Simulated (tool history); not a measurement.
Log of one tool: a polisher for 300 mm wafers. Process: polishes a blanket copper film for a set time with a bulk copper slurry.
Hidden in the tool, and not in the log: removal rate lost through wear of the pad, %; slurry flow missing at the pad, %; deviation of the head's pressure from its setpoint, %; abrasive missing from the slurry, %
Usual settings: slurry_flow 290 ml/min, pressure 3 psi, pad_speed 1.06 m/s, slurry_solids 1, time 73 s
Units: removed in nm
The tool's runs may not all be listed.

| run | hour | slurry_flow | pressure | pad_speed | slurry_solids | time | wafers since the last listed run | wafers polished on this pad | hours since the slurry nozzle was cleaned | hours since the head pressure was calibrated | hours since the slurry blender was calibrated | incoming thickness of the incoming film, nm | removed |
|---|---|---|---|---|---|---|---|---|---|---|---|---|---|
| 1 | 0 | 290 | 3.7 | 1.06 | 1 | 73 | 0 | 50 | 48.3 | 284.3 | 4.3 | 3618.6 | 790.2 |
| 2 | 102.4 | 290 | 3.7 | 1.06 | 1 | 73 | 1195 | 1246 | 150.7 | 386.7 | 106.7 | 3670.8 | 795.7 |
| 3 | 193.3 | 290 | 3 | 1.06 | 1 | 80 | 1061 | 2308 | 241.6 | 477.6 | 197.6 | 3683.5 | 735.1 |
| 4 | 268 | 290 | 3 | 1.06 | 1 | 73 | 872 | 3180 | 316.3 | 552.3 | 272.3 | 3650.9 | 648.5 |
| 5 | 336.8 | 290 | 3 | 1.06 | 1 | 73 | 803 | 3984 | 385.1 | 621.1 | 341.1 | 3614.1 | 659.3 |
|  | 360.2 | slurry nozzle cleaned |
| 6 | 379 | 290 | 3 | 1.06 | 1 | 73 | 481 | 4465 | 18.8 | 663.3 | 383.3 | 3618.9 | 663 |
| 7 | 427.4 | 290 | 3 | 1.06 | 1 | 73 | 565 | 5030 | 67.2 | 711.7 | 431.7 | 3620.9 | 671.5 |
|  | 470 | slurry blender recalibrated |
|  | 497.1 | worn pad replaced by a new one |
| 8 | 502.2 | 290 | 3 | 1.06 | 1 | 73 | 803 | 59 | 142 | 786.5 | 32.2 | 3644.6 | 666.9 |
| 9 | 558.3 | 290 | 3 | 1.06 | 1 | 73 | 655 | 714 | 198.1 | 842.6 | 88.3 | 3646.4 | 675.4 |
| 10 | 663.7 | 290 | 3 | 1.06 | 1 | 59 | 1231 | 1946 | 303.5 | 948 | 193.7 | 3693.1 | 522.2 |
| 11 | 717.3 | 290 | 3 | 1.24 | 1 | 58 | 626 | 2572 | 357.1 | 1001.6 | 247.3 | 3642.2 | 605.2 |
|  | 788.1 | slurry nozzle cleaned |
| 12 | 795.2 | 290 | 3 | 1.06 | 1 | 73 | 898 | 3470 | 7.1 | 1079.5 | 325.2 | 3624.5 | 677.7 |
| 13 | 880.9 | 290 | 3 | 1.06 | 1 | 73 | 1000 | 4471 | 92.8 | 1165.2 | 410.9 | 3622 | 671.1 |
|  | 902.6 | slurry blender recalibrated |
| 14 | 985.5 | 290 | 3 | 1.06 | 1 | 73 | 1198 | 5669 | 197.4 | 1269.8 | 82.9 | 3614.2 | 655.5 |
|  | 1019.8 | worn pad replaced by a new one |
| 15 | 1070 | 290 | 3 | 1.06 | 1 | 73 | 940 | 585 | 281.9 | 1354.3 | 167.4 | 3663.1 | 654.9 |
| 16 | 1139.7 | 290 | 3 | 0.9 | 1.2 | 54 | 814 | 1399 | 351.6 | 1424 | 237.1 | 3676.8 | 438.6 |
| 17 | 1192.3 | 290 | 3 | 0.92 | 1 | 73 | 614 | 2014 | 404.2 | 1476.6 | 289.7 | 3613.8 | 568.8 |
|  | 1203.6 | head pressure recalibrated |
|  | 1280.4 | slurry nozzle cleaned |
| 18 | 1298.4 | 290 | 3.3 | 1.06 | 1.15 | 73 | 1204 | 3218 | 18 | 94.8 | 395.8 | 3653.5 | 751.5 |
|  | 1335.5 | slurry blender recalibrated |
| 19 | 1394.9 | 290 | 3 | 1.06 | 1 | 73 | 1103 | 4322 | 114.5 | 191.3 | 59.4 | 3629.9 | 670.3 |
|  | 1489.5 | worn pad replaced by a new one |
| 20 | 1544.8 | 290 | 3 | 1.06 | 1 | 54 | 1704 | 645 | 264.4 | 341.2 | 209.3 | 3678.8 | 492.2 |
| 21 | 1611 | 290 | 3.7 | 1.06 | 1 | 62 | 773 | 1419 | 330.6 | 407.4 | 275.5 | 3645.9 | 663.7 |
| 22 | 1707.8 | 290 | 3 | 1.06 | 1 | 97 | 1130 | 2549 | 427.4 | 504.2 | 372.3 | 3654.2 | 864.3 |
|  | 1757.5 | slurry nozzle cleaned |
| 23 | 1788.8 | 290 | 3 | 1.16 | 0.75 | 73 | 934 | 3484 | 31.3 | 585.2 | 453.3 | 3645.3 | 651.4 |
|  | 1809.4 | slurry blender recalibrated |
|  | 1892.3 | worn pad replaced by a new one |
| 24 | 1894.1 | 225 | 3 | 1.06 | 1 | 73 | 1159 | 20 | 136.6 | 690.5 | 84.7 | 3703.5 | 649.4 |
| 25 | 1978.3 | 290 | 3 | 1.06 | 1 | 73 | 983 | 1004 | 220.8 | 774.7 | 168.9 | 3656 | 662.7 |
| 26 | 2035.7 | 380 | 3.6 | 1.06 | 1 | 73 | 670 | 1674 | 278.2 | 832.1 | 226.3 | 3669.4 | 793.5 |
| 27 | 2109.6 | 250 | 3.3 | 1.4 | 0.85 | 73 | 863 | 2537 | 352.1 | 906 | 300.2 | 3656.2 | 865.9 |
|  | 2161.8 | slurry nozzle cleaned |
| 28 | 2172.2 | 290 | 3 | 1.06 | 1 | 73 | 719 | 3257 | 10.4 | 968.6 | 362.8 | 3634.5 | 664.7 |
| 29 | 2277.1 | 290 | 2.3 | 1.06 | 1 | 73 | 1225 | 4482 | 115.3 | 1073.5 | 467.7 | 3665.5 | 544.4 |

Some steps in removed between neighbouring runs. How much of each would the tool show without its hidden state too (settings, what came in, random variation), and how much is left for the hidden state, with any gauge scatter that isn't in both results?
Run 15 -> 16: pad_speed 1.06 -> 0.9, slurry_solids 1 -> 1.2, time 73 -> 54. removed -216.3 nm: hidden state +1.5, all else -217.8.
Run 22 -> 23: pad_speed 1.06 -> 1.16, slurry_solids 1 -> 0.75, time 97 -> 73, slurry nozzle cleaned. removed -212.9 nm: hidden state +21.7, all else -234.6.
Run 27 -> 28: slurry_flow 250 -> 290, pressure 3.3 -> 3, pad_speed 1.4 -> 1.06, slurry_solids 0.85 -> 1, slurry nozzle cleaned. removed -201.2 nm: hidden state +18, all else -219.2.
